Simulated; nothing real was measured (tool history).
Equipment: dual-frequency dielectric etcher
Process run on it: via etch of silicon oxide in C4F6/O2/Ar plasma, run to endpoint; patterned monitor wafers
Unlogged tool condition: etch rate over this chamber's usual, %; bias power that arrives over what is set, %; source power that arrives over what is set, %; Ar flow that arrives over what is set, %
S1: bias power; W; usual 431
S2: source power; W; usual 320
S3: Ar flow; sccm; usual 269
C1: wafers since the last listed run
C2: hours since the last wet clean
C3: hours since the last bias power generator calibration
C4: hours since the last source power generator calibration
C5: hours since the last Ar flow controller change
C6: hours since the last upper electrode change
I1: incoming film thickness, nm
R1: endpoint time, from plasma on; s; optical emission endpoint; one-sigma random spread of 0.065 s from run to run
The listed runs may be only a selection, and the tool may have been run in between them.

run,hour,S1,S2,S3,C1,C2,C3,C4,C5,C6,I1,R1
1,0.0,391,320,269,0,411.9,41.3,2806.2,4458.5,3334.7,90.7,21.8
2,16.1,391,320,269,253,428.0,57.4,2822.3,4474.6,3350.8,90.6,22.0
3,28.3,391,320,269,191,440.2,69.6,2834.5,4486.8,3363.0,90.0,21.7
# hour 55.3: wet clean of the chamber
4,55.8,431,320,269,55,0.5,97.1,2862.0,4514.3,3390.5,90.6,21.8
5,56.1,431,320,269,4,0.8,97.4,2862.3,4514.6,3390.8,90.8,21.8
6,56.4,482,350,269,4,1.1,97.7,2862.6,4514.9,3391.1,90.3,19.9
# hour 62.1: source power generator calibrated
# hour 72.2: Ar flow controller replaced
7,72.7,517,380,224,99,17.4,114.0,10.6,0.5,3407.4,91.0,18.5
8,79.6,431,320,269,108,24.3,120.9,17.5,7.4,3414.3,90.7,21.8
9,94.2,431,270,269,229,38.9,135.5,32.1,22.0,3428.9,90.1,23.3
10,105.1,431,320,269,171,49.8,146.4,43.0,32.9,3439.8,90.9,21.8
11,117.4,431,320,302,193,62.1,158.7,55.3,45.2,3452.1,91.4,22.2
12,126.9,431,320,269,149,71.6,168.2,64.8,54.7,3461.6,90.3,21.6
# hour 158.0: upper electrode replaced
13,158.5,431,280,203,119,103.2,199.8,96.4,86.3,0.5,90.6,22.2
14,158.8,431,320,269,4,103.5,200.1,96.7,86.6,0.8,90.7,21.5
15,160.6,431,320,269,28,105.3,201.9,98.5,88.4,2.6,90.0,21.5
16,178.3,361,390,332,278,123.0,219.6,116.2,106.1,20.3,89.6,21.3
17,186.7,431,320,225,132,131.4,228.0,124.6,114.5,28.7,91.5,21.3
18,204.6,371,380,290,281,149.3,245.9,142.5,132.4,46.6,91.4,21.4
19,211.0,431,240,269,100,155.7,252.3,148.9,138.8,53.0,89.9,24.5
20,227.1,343,390,245,253,171.8,268.4,165.0,154.9,69.1,90.4,21.0
21,239.6,431,290,269,196,184.3,280.9,177.5,167.4,81.6,90.5,22.5
22,253.2,531,290,233,213,197.9,294.5,191.1,181.0,95.2,90.2,20.3
23,262.9,379,240,319,152,207.6,304.2,200.8,190.7,104.9,91.2,26.7
24,271.7,431,400,269,138,216.4,313.0,209.6,199.5,113.7,89.8,19.2
25,285.5,530,360,322,216,230.2,326.8,223.4,213.3,127.5,90.1,19.2
26,294.1,431,320,269,135,238.8,335.4,232.0,221.9,136.1,90.4,21.4
27,306.8,431,320,269,199,251.5,348.1,244.7,234.6,148.8,89.8,21.2
28,321.8,431,280,269,235,266.5,363.1,259.7,249.6,163.8,90.1,22.5

Alternative continuations, all from the tool just after run 28; predict every row:
A,322.2,525,320,269,6,266.9,363.5,260.1,250.0,164.2,91.3,?
B,322.2,339,250,269,6,266.9,363.5,260.1,250.0,164.2,91.3,?
C,322.2,381,370,269,6,266.9,363.5,260.1,250.0,164.2,91.3,?
D,322.2,352,320,314,6,266.9,363.5,260.1,250.0,164.2,91.3,?
E,322.2,356,360,269,6,266.9,363.5,260.1,250.0,164.2,91.3,?

run,R1
A,20.0
B,26.3
C,21.0
D,23.5
E,21.8
With no hidden state in the tool, these same runs would have given:
run,R1
A,20.4
B,26.9
C,21.5
D,24.0
E,22.2

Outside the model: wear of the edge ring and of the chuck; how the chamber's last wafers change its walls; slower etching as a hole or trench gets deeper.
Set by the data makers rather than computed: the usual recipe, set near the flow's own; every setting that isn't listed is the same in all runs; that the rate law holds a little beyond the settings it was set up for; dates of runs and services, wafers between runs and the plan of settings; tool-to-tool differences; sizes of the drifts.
